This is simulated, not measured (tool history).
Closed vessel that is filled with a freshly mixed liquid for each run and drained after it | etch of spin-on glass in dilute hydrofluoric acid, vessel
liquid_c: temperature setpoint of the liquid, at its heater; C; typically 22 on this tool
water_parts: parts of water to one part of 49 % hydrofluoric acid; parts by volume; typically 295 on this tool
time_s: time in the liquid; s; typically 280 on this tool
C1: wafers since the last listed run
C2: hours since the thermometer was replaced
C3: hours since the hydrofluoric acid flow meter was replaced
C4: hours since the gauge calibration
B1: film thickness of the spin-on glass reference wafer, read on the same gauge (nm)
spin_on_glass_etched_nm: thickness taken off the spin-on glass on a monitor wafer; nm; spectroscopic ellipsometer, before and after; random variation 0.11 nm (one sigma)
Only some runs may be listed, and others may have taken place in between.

{"run": 1, "day": 0.0, "liquid_c": 22, "water_parts": 295, "time_s": 280, "C1": 0, "C2": 1246.3, "C3": 333, "C4": 49.1, "B1": 100.01, "spin_on_glass_etched_nm": 23.35}
{"run": 2, "day": 0.383, "liquid_c": 22, "water_parts": 295, "time_s": 280, "C1": 668, "C2": 1255.5, "C3": 342.2, "C4": 58.3, "B1": 100.02, "spin_on_glass_etched_nm": 23.52}
{"run": 3, "day": 1.104, "liquid_c": 22, "water_parts": 295, "time_s": 205, "C1": 1257, "C2": 1272.8, "C3": 359.5, "C4": 75.6, "B1": 100.03, "spin_on_glass_etched_nm": 17.26}
{"run": 4, "day": 1.692, "liquid_c": 22, "water_parts": 295, "time_s": 280, "C1": 1025, "C2": 1286.9, "C3": 373.6, "C4": 89.7, "B1": 100.01, "spin_on_glass_etched_nm": 23.3}
{"run": 5, "day": 2.012, "liquid_c": 22, "water_parts": 295, "time_s": 280, "C1": 559, "C2": 1294.6, "C3": 381.3, "C4": 97.4, "B1": 99.99, "spin_on_glass_etched_nm": 23.44}
{"run": 6, "day": 2.371, "liquid_c": 22, "water_parts": 295, "time_s": 280, "C1": 625, "C2": 1303.2, "C3": 389.9, "C4": 106, "B1": 99.99, "spin_on_glass_etched_nm": 23.82}
{"run": 7, "day": 3.433, "liquid_c": 22, "water_parts": 295, "time_s": 280, "C1": 1853, "C2": 1328.7, "C3": 415.4, "C4": 131.5, "B1": 99.97, "spin_on_glass_etched_nm": 23.53}
{"run": 8, "day": 3.767, "liquid_c": 22, "water_parts": 295, "time_s": 280, "C1": 581, "C2": 1336.7, "C3": 423.4, "C4": 139.5, "B1": 100.04, "spin_on_glass_etched_nm": 23.68}
{"run": 9, "day": 4.112, "liquid_c": 22, "water_parts": 295, "time_s": 280, "C1": 603, "C2": 1345, "C3": 431.7, "C4": 147.8, "B1": 100.02, "spin_on_glass_etched_nm": 23.61}
{"day": 4.571, "done": "thermometer replaced"}
{"run": 10, "day": 4.596, "liquid_c": 22, "water_parts": 295, "time_s": 280, "C1": 770, "C2": 0.6, "C3": 443.3, "C4": 159.4, "B1": 99.98, "spin_on_glass_etched_nm": 21.78}
{"run": 11, "day": 4.921, "liquid_c": 22, "water_parts": 295, "time_s": 280, "C1": 567, "C2": 8.4, "C3": 451.1, "C4": 167.2, "B1": 99.94, "spin_on_glass_etched_nm": 21.54}
{"day": 5.625, "done": "hydrofluoric acid flow meter replaced"}
{"run": 12, "day": 7.129, "liquid_c": 22, "water_parts": 295, "time_s": 280, "C1": 3780, "C2": 61.4, "C3": 36.1, "C4": 220.2, "B1": 100.02, "spin_on_glass_etched_nm": 21.84}
{"run": 13, "day": 7.7, "liquid_c": 22, "water_parts": 295, "time_s": 280, "C1": 996, "C2": 75.1, "C3": 49.8, "C4": 233.9, "B1": 100, "spin_on_glass_etched_nm": 21.81}
{"run": 14, "day": 8.042, "liquid_c": 18, "water_parts": 295, "time_s": 225, "C1": 596, "C2": 83.3, "C3": 58, "C4": 242.1, "B1": 100.01, "spin_on_glass_etched_nm": 15.16}
{"run": 15, "day": 8.571, "liquid_c": 17.5, "water_parts": 340, "time_s": 230, "C1": 923, "C2": 96, "C3": 70.7, "C4": 254.8, "B1": 99.97, "spin_on_glass_etched_nm": 12.66}
{"run": 16, "day": 9.142, "liquid_c": 22, "water_parts": 335, "time_s": 280, "C1": 996, "C2": 109.7, "C3": 84.4, "C4": 268.5, "B1": 100, "spin_on_glass_etched_nm": 18.43}
{"run": 17, "day": 9.554, "liquid_c": 22, "water_parts": 295, "time_s": 280, "C1": 719, "C2": 119.6, "C3": 94.3, "C4": 278.4, "B1": 100, "spin_on_glass_etched_nm": 22.01}
{"run": 18, "day": 10.192, "liquid_c": 22, "water_parts": 295, "time_s": 225, "C1": 1112, "C2": 134.9, "C3": 109.6, "C4": 293.7, "B1": 100.02, "spin_on_glass_etched_nm": 17.71}
{"run": 19, "day": 10.488, "liquid_c": 24, "water_parts": 295, "time_s": 235, "C1": 516, "C2": 142, "C3": 116.7, "C4": 300.8, "B1": 100, "spin_on_glass_etched_nm": 19.71}
{"day": 10.521, "done": "gauge calibrated"}
{"run": 20, "day": 10.875, "liquid_c": 24, "water_parts": 295, "time_s": 110, "C1": 676, "C2": 151.3, "C3": 126, "C4": 8.5, "B1": 99.99, "spin_on_glass_etched_nm": 9.23}
{"run": 21, "day": 11.504, "liquid_c": 20.5, "water_parts": 225, "time_s": 215, "C1": 1097, "C2": 166.4, "C3": 141.1, "C4": 23.6, "B1": 100.02, "spin_on_glass_etched_nm": 22.39}
{"run": 22, "day": 11.821, "liquid_c": 26.5, "water_parts": 340, "time_s": 445, "C1": 552, "C2": 174, "C3": 148.7, "C4": 31.2, "B1": 99.96, "spin_on_glass_etched_nm": 33.86}
{"run": 23, "day": 12.367, "liquid_c": 22, "water_parts": 295, "time_s": 175, "C1": 952, "C2": 187.1, "C3": 161.8, "C4": 44.3, "B1": 100.04, "spin_on_glass_etched_nm": 13.7}
{"run": 24, "day": 12.892, "liquid_c": 19.5, "water_parts": 295, "time_s": 175, "C1": 916, "C2": 199.7, "C3": 174.4, "C4": 56.9, "B1": 99.99, "spin_on_glass_etched_nm": 12.72}
{"run": 25, "day": 13.471, "liquid_c": 22, "water_parts": 295, "time_s": 280, "C1": 1010, "C2": 213.6, "C3": 188.3, "C4": 70.8, "B1": 99.99, "spin_on_glass_etched_nm": 22.06}
{"run": 26, "day": 14.088, "liquid_c": 20, "water_parts": 295, "time_s": 160, "C1": 1076, "C2": 228.4, "C3": 203.1, "C4": 85.6, "B1": 100.02, "spin_on_glass_etched_nm": 11.74}
{"run": 27, "day": 14.6, "liquid_c": 20.5, "water_parts": 225, "time_s": 215, "C1": 894, "C2": 240.7, "C3": 215.4, "C4": 97.9, "B1": 100.04, "spin_on_glass_etched_nm": 22.34}

4 options for the next run, each taken on its own from the tool as it stands now. Forecast them:
{"run": "A", "day": 14.629, "liquid_c": 22, "water_parts": 295, "time_s": 280, "C1": 50, "C2": 241.4, "C3": 216.1, "C4": 98.6, "B1": "?", "spin_on_glass_etched_nm": "?"}
{"run": "B", "day": 14.629, "liquid_c": 19.5, "water_parts": 385, "time_s": 405, "C1": 50, "C2": 241.4, "C3": 216.1, "C4": 98.6, "B1": "?", "spin_on_glass_etched_nm": "?"}
{"run": "C", "day": 14.629, "liquid_c": 26.5, "water_parts": 210, "time_s": 395, "C1": 50, "C2": 241.4, "C3": 216.1, "C4": 98.6, "B1": "?", "spin_on_glass_etched_nm": "?"}
{"run": "D", "day": 14.629, "liquid_c": 23.5, "water_parts": 370, "time_s": 280, "C1": 50, "C2": 241.4, "C3": 216.1, "C4": 98.6, "B1": "?", "spin_on_glass_etched_nm": "?"}

run=A B1=100.05 spin_on_glass_etched_nm=22.23
run=B B1=100.05 spin_on_glass_etched_nm=20.83
run=C B1=100.05 spin_on_glass_etched_nm=56.43
run=D B1=100.05 spin_on_glass_etched_nm=17.4
With the hidden condition removed and each run's random variation left untouched, the same runs would have given:
run=A spin_on_glass_etched_nm=21.71
run=B spin_on_glass_etched_nm=20.34
run=C spin_on_glass_etched_nm=55.1
run=D spin_on_glass_etched_nm=17.01

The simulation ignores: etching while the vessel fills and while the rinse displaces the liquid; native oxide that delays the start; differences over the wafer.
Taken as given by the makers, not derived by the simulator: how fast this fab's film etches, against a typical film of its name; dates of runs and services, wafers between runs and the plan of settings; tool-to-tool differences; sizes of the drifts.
